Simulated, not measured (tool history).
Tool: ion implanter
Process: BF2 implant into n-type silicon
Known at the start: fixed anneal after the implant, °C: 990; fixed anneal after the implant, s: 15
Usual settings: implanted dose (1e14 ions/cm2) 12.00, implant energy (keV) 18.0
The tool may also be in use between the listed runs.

| run | hour | implanted dose (1e14 ions/cm2) | implant energy (keV) | read-back reference wafer on the same gauge, sheet resistance | sheet resistance of the implanted and annealed layer (ohm/square) |
|---|---|---|---|---|---|
| 1 | 0.0 | 13.90 | 22.0 | 251.10 | 188.16 |
| 2 | 70.9 | 12.00 | 18.0 | 251.14 | 212.30 |
| 3 | 128.0 | 12.00 | 18.0 | 250.89 | 212.77 |
| 4 | 212.9 | 10.33 | 19.5 | 250.92 | 210.22 |
| 5 | 318.8 | 12.00 | 18.0 | 251.13 | 213.00 |
| 6 | 364.2 | 12.00 | 20.0 | 250.96 | 203.01 |
| 7 | 436.0 | 12.00 | 18.0 | 251.06 | 213.21 |
| 8 | 502.2 | 12.00 | 18.0 | 251.18 | 213.80 |
|  | 513.6 | extraction supply calibrated |
| 9 | 605.6 | 12.00 | 18.0 | 250.99 | 211.06 |
| 10 | 698.9 | 12.00 | 18.0 | 251.06 | 211.63 |
| 11 | 794.8 | 11.02 | 18.0 | 250.87 | 214.99 |
|  | 845.1 | Faraday cup replaced and dose calibrated |
| 12 | 858.2 | 11.02 | 18.0 | 250.83 | 213.81 |
| 13 | 938.7 | 11.02 | 18.0 | 250.84 | 214.01 |
| 14 | 981.2 | 12.00 | 14.5 | 250.97 | 233.72 |
| 15 | 1035.8 | 12.00 | 14.5 | 251.00 | 234.04 |
| 16 | 1097.1 | 14.14 | 20.0 | 251.09 | 195.66 |
| 17 | 1186.2 | 12.00 | 20.0 | 251.08 | 201.09 |
| 18 | 1224.0 | 12.00 | 24.0 | 251.00 | 183.57 |
| 19 | 1330.2 | 12.00 | 18.0 | 250.99 | 212.00 |
| 20 | 1384.3 | 11.02 | 18.0 | 251.06 | 216.02 |
|  | 1452.9 | gauge calibrated |
| 21 | 1487.1 | 9.91 | 20.5 | 251.19 | 207.45 |
| 22 | 1526.2 | 12.00 | 18.0 | 251.12 | 212.64 |
| 23 | 1620.6 | 10.97 | 13.0 | 250.99 | 250.46 |
| 24 | 1703.6 | 14.63 | 16.0 | 250.89 | 219.31 |
| 25 | 1758.0 | 15.22 | 16.0 | 251.04 | 218.47 |
|  | 1774.5 | Faraday cup replaced and dose calibrated |
| 26 | 1815.3 | 8.49 | 13.5 | 251.05 | 256.02 |
| 27 | 1862.6 | 10.04 | 18.0 | 251.09 | 218.70 |
| 28 | 1940.7 | 12.00 | 23.5 | 251.06 | 185.98 |
| 29 | 1978.5 | 12.00 | 18.0 | 251.03 | 212.88 |
| 30 | 2079.9 | 11.09 | 20.5 | 251.04 | 202.12 |
| 31 | 2116.3 | 14.27 | 14.0 | 251.08 | 233.31 |
| 32 | 2153.1 | 12.91 | 16.0 | 250.94 | 222.71 |
| 33 | 2245.2 | 13.24 | 20.5 | 251.05 | 196.44 |
| 34 | 2340.9 | 12.00 | 18.0 | 251.05 | 213.63 |
| 35 | 2400.7 | 10.63 | 18.0 | 251.21 | 217.27 |
| 36 | 2482.9 | 8.72 | 20.0 | 251.14 | 216.59 |

5 ways to go on from here, each from the tool as it stands after run 36. What would each give?
| A | 2483.3 | 12.00 | 18.0 | ? | ? |
| B | 2483.3 | 12.00 | 19.5 | ? | ? |
| C | 2483.3 | 10.68 | 16.5 | ? | ? |
| D | 2483.3 | 13.95 | 23.5 | ? | ? |
| E | 2483.3 | 15.37 | 22.0 | ? | ? |

| run | read-back reference wafer on the same gauge, sheet resistance | sheet resistance of the implanted and annealed layer (ohm/square) |
|---|---|---|
| A | 250.86 | 214.04 |
| B | 250.86 | 205.85 |
| C | 250.86 | 227.20 |
| D | 250.86 | 182.69 |
| E | 250.86 | 186.44 |
Without the tool's hidden state the same runs would have given:
| run | sheet resistance of the implanted and annealed layer (ohm/square) |
|---|---|
| A | 209.42 |
| B | 201.29 |
| C | 222.42 |
| D | 178.51 |
| E | 182.28 |
